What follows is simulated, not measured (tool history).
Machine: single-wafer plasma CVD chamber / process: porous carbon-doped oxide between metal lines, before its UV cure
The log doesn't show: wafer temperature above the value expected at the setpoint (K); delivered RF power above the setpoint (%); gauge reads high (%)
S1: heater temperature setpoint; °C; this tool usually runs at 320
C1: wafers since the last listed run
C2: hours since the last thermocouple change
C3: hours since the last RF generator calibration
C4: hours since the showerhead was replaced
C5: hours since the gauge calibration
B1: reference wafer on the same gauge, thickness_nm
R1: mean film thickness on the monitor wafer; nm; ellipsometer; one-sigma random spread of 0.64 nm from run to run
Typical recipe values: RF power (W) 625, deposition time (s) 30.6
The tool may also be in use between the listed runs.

{"run": 1, "hour": 0.0, "S1": 320, "RF power (W)": 625, "deposition time (s)": 30.6, "C1": 0, "C2": 2591.2, "C3": 1124.4, "C4": 3455.5, "C5": 215.7, "B1": 169.421, "R1": 177.84}
{"run": 2, "hour": 18.9, "S1": 320, "RF power (W)": 625, "deposition time (s)": 30.6, "C1": 255, "C2": 2610.1, "C3": 1143.3, "C4": 3474.4, "C5": 234.6, "B1": 169.239, "R1": 177.476}
{"run": 3, "hour": 45.6, "S1": 320, "RF power (W)": 625, "deposition time (s)": 30.6, "C1": 360, "C2": 2636.8, "C3": 1170.0, "C4": 3501.1, "C5": 261.3, "B1": 169.443, "R1": 178.763}
{"run": 4, "hour": 59.9, "S1": 320, "RF power (W)": 625, "deposition time (s)": 30.6, "C1": 193, "C2": 2651.1, "C3": 1184.3, "C4": 3515.4, "C5": 275.6, "B1": 169.085, "R1": 176.178}
{"run": 5, "hour": 93.1, "S1": 320, "RF power (W)": 625, "deposition time (s)": 30.6, "C1": 448, "C2": 2684.3, "C3": 1217.5, "C4": 3548.6, "C5": 308.8, "B1": 169.212, "R1": 177.211}
{"run": 6, "hour": 125.2, "S1": 320, "RF power (W)": 625, "deposition time (s)": 30.6, "C1": 433, "C2": 2716.4, "C3": 1249.6, "C4": 3580.7, "C5": 340.9, "B1": 169.088, "R1": 177.248}
{"run": 7, "hour": 143.6, "S1": 320, "RF power (W)": 625, "deposition time (s)": 30.6, "C1": 248, "C2": 2734.8, "C3": 1268.0, "C4": 3599.1, "C5": 359.3, "B1": 169.171, "R1": 177.544}
{"hour": 152.6, "done": "showerhead replaced"}
{"run": 8, "hour": 163.9, "S1": 320, "RF power (W)": 625, "deposition time (s)": 30.6, "C1": 166, "C2": 2755.1, "C3": 1288.3, "C4": 11.3, "C5": 379.6, "B1": 168.999, "R1": 177.204}
{"run": 9, "hour": 176.1, "S1": 320, "RF power (W)": 625, "deposition time (s)": 30.6, "C1": 164, "C2": 2767.3, "C3": 1300.5, "C4": 23.5, "C5": 391.8, "B1": 168.96, "R1": 177.241}
{"run": 10, "hour": 194.6, "S1": 320, "RF power (W)": 625, "deposition time (s)": 30.6, "C1": 249, "C2": 2785.8, "C3": 1319.0, "C4": 42.0, "C5": 410.3, "B1": 169.101, "R1": 176.472}
{"run": 11, "hour": 209.1, "S1": 320, "RF power (W)": 625, "deposition time (s)": 30.6, "C1": 195, "C2": 2800.3, "C3": 1333.5, "C4": 56.5, "C5": 424.8, "B1": 168.931, "R1": 177.12}
{"hour": 227.2, "done": "RF generator calibrated"}
{"run": 12, "hour": 243.6, "S1": 320, "RF power (W)": 625, "deposition time (s)": 30.6, "C1": 357, "C2": 2834.8, "C3": 16.4, "C4": 91.0, "C5": 459.3, "B1": 168.96, "R1": 178.312}
{"hour": 257.5, "done": "gauge calibrated"}
{"run": 13, "hour": 275.2, "S1": 326, "RF power (W)": 675, "deposition time (s)": 35.3, "C1": 426, "C2": 2866.4, "C3": 48.0, "C4": 122.6, "C5": 17.7, "B1": 171.716, "R1": 215.091}
{"hour": 307.3, "done": "thermocouple changed; heater temperature recalibrated"}
{"run": 14, "hour": 307.8, "S1": 334, "RF power (W)": 550, "deposition time (s)": 33.1, "C1": 332, "C2": 0.5, "C3": 80.6, "C4": 155.2, "C5": 50.3, "B1": 171.02, "R1": 161.455}
{"run": 15, "hour": 340.7, "S1": 320, "RF power (W)": 625, "deposition time (s)": 24.5, "C1": 444, "C2": 33.4, "C3": 113.5, "C4": 188.1, "C5": 83.2, "B1": 170.463, "R1": 143.952}
{"run": 16, "hour": 373.0, "S1": 320, "RF power (W)": 625, "deposition time (s)": 30.6, "C1": 436, "C2": 65.7, "C3": 145.8, "C4": 220.4, "C5": 115.5, "B1": 170.004, "R1": 179.241}
{"run": 17, "hour": 385.4, "S1": 320, "RF power (W)": 525, "deposition time (s)": 30.6, "C1": 167, "C2": 78.1, "C3": 158.2, "C4": 232.8, "C5": 127.9, "B1": 170.064, "R1": 152.523}

For run 18, what comes out?
{"run": 18, "hour": 409.6, "S1": 316, "RF power (W)": 745, "deposition time (s)": 36.1, "C1": 326, "C2": 102.3, "C3": 182.4, "C4": 257.0, "C5": 152.1, "B1": "?", "R1": "?"}

{"run 18": {"B1": 170.007, "R1": 248.299}}
With no hidden state in the tool, this same run would have given R1 251.339 nm.

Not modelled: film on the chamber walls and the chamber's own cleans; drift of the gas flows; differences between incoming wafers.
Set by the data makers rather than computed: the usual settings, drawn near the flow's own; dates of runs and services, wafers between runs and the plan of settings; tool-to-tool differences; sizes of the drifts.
